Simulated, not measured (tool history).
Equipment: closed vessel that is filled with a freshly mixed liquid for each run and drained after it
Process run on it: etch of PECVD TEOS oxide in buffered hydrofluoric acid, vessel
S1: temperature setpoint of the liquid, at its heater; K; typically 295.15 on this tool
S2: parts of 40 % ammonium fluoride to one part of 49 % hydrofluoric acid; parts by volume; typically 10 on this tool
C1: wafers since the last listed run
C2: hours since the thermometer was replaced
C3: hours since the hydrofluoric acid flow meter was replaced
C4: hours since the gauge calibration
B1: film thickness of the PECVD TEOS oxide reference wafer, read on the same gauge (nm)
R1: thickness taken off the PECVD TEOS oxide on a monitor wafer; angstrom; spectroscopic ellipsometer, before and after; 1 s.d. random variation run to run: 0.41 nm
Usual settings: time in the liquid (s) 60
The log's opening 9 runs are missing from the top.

run 10 hour=727.8 | S1=295.15 S2=10 time_in_the_liquid_(s)=60 | C1=4419 C2=302.4 C3=1828.1 C4=3552.3 | B1=90.04 | R1=867.4
run 11 hour=786.5 | S1=295.15 S2=10 time_in_the_liquid_(s)=60 | C1=5507 C2=361.1 C3=1886.8 C4=3611 | B1=90.03 | R1=871.3
run 12 hour=833.1 | S1=295.15 S2=10 time_in_the_liquid_(s)=60 | C1=4372 C2=407.7 C3=1933.4 C4=3657.6 | B1=90.03 | R1=869.6
run 13 hour=902.2 | S1=295.15 S2=14 time_in_the_liquid_(s)=60 | C1=6483 C2=476.8 C3=2002.5 C4=3726.7 | B1=90 | R1=649.4
run 14 hour=967.1 | S1=290.65 S2=11.5 time_in_the_liquid_(s)=45 | C1=6089 C2=541.7 C3=2067.4 C4=3791.6 | B1=90.03 | R1=460.3
-- hour=1032.5 hydrofluoric acid flow meter replaced
run 15 hour=1070.3 | S1=292.65 S2=8 time_in_the_liquid_(s)=60 | C1=9588 C2=644.9 C3=37.8 C4=3894.8 | B1=90.03 | R1=878.6
run 16 hour=1139.9 | S1=297.65 S2=7 time_in_the_liquid_(s)=60 | C1=6530 C2=714.5 C3=107.4 C4=3964.4 | B1=90.02 | R1=1338.3
run 17 hour=1205.3 | S1=295.15 S2=10 time_in_the_liquid_(s)=90 | C1=6136 C2=779.9 C3=172.8 C4=4029.8 | B1=89.99 | R1=1245
-- hour=1247.3 gauge calibrated
run 18 hour=1267.1 | S1=291.15 S2=10 time_in_the_liquid_(s)=60 | C1=5798 C2=841.7 C3=234.6 C4=19.8 | B1=89.99 | R1=661.7
run 19 hour=1309.7 | S1=300.15 S2=12.5 time_in_the_liquid_(s)=85 | C1=3996 C2=884.3 C3=277.2 C4=62.4 | B1=90 | R1=1254.1
run 20 hour=1350 | S1=299.15 S2=10 time_in_the_liquid_(s)=60 | C1=3781 C2=924.6 C3=317.5 C4=102.7 | B1=90.02 | R1=1041.6
run 21 hour=1608.6 | S1=292.15 S2=7 time_in_the_liquid_(s)=45 | C1=24262 C2=1183.2 C3=576.1 C4=361.3 | B1=89.98 | R1=756.8
run 22 hour=1698.9 | S1=295.15 S2=13 time_in_the_liquid_(s)=60 | C1=8472 C2=1273.5 C3=666.4 C4=451.6 | B1=90.02 | R1=664
run 23 hour=1740.6 | S1=295.15 S2=10 time_in_the_liquid_(s)=60 | C1=3912 C2=1315.2 C3=708.1 C4=493.3 | B1=90.01 | R1=842.1
run 24 hour=1788.3 | S1=293.65 S2=11.5 time_in_the_liquid_(s)=80 | C1=4475 C2=1362.9 C3=755.8 C4=541 | B1=89.99 | R1=922.2
run 25 hour=1874.7 | S1=295.15 S2=10 time_in_the_liquid_(s)=60 | C1=8106 C2=1449.3 C3=842.2 C4=627.4 | B1=90.02 | R1=853.2

Forecast run 26:
-- hour=1905.6 thermometer replaced
run 26 hour=1943.2 | S1=297.15 S2=11.5 time_in_the_liquid_(s)=80 | C1=6333 C2=37.6 C3=910.7 C4=695.9 | B1=? | R1=?

{"run 26": {"B1": 90.01, "R1": 1114.1}}
The same run, on a tool lacking any hidden state, would have yielded R1 1074.3 angstrom.

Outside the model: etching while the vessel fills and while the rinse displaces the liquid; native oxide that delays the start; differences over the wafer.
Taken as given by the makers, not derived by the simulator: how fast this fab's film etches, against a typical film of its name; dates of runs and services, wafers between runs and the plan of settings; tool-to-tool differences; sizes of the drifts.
